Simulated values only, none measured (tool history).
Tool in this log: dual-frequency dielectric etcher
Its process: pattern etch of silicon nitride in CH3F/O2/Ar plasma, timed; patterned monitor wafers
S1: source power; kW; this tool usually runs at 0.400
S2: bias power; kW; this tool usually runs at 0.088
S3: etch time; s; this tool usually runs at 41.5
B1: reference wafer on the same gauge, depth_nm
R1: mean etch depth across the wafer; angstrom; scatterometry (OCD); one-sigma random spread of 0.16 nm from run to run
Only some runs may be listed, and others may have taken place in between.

run,hour,S1,S2,S3,B1,R1
1,0.0,0.400,0.079,41.5,34.74,324.9
2,52.9,0.400,0.079,41.5,34.65,326.9
3,68.0,0.400,0.079,41.5,34.66,327.9
4,83.8,0.400,0.088,41.5,34.67,345.2
5,120.7,0.400,0.088,41.5,34.78,347.4
# hour 132.7: gauge calibrated
6,135.6,0.400,0.088,41.5,34.72,346.2
# hour 167.3: wet clean of the chamber
7,167.8,0.400,0.105,41.5,34.71,356.9
8,168.1,0.400,0.105,41.5,34.71,358.3
9,173.1,0.400,0.105,41.5,34.75,356.9
10,182.4,0.400,0.088,41.5,34.71,327.0
11,192.9,0.400,0.077,41.5,34.71,305.2
# hour 223.6: upper electrode replaced
12,224.1,0.400,0.077,41.5,34.64,309.5
13,224.5,0.400,0.077,41.5,34.69,306.7
14,224.8,0.400,0.084,41.5,34.75,321.8
15,264.3,0.330,0.088,41.5,34.68,307.2
16,270.7,0.400,0.088,45.5,34.73,362.7
17,279.7,0.440,0.077,31.0,34.68,239.7
# hour 284.9: bias power generator calibrated
18,297.2,0.400,0.088,41.5,34.73,330.9
19,308.8,0.450,0.097,47.0,34.66,413.8
# hour 326.4: source power generator calibrated
20,326.9,0.470,0.088,41.5,34.68,354.7
21,333.4,0.480,0.088,31.5,34.66,271.6
22,343.3,0.490,0.075,41.5,34.74,333.1
23,357.4,0.360,0.076,48.5,34.69,347.7
24,367.4,0.400,0.088,41.5,34.72,334.5
25,374.2,0.400,0.088,41.5,34.82,332.6
26,384.5,0.400,0.077,41.5,34.64,310.3
27,399.7,0.400,0.088,41.5,34.76,334.6
28,416.7,0.400,0.088,41.5,34.77,336.6
29,426.7,0.310,0.088,41.5,34.70,301.9

Give the tool's hidden conditions for every run:
source power that arrives over what is set, %: 0 in every run
bias power that arrives over what is set, %: 0 in every run
gauge reads high (%): 0 in every run
H1: etch rate over this chamber's usual, %
run,H1
1,3.18
2,3.66
3,3.8
4,3.94
5,4.27
6,4.4
7,-1.44
8,-1.43
9,-1.39
10,-1.31
11,-1.21
12,-0.932
13,-0.928
14,-0.925
15,-0.57
16,-0.513
17,-0.432
18,-0.275
19,-0.171
20,-0.00789
21,0.0505
22,0.139
23,0.266
24,0.356
25,0.417
26,0.51
27,0.646
28,0.799
29,0.889
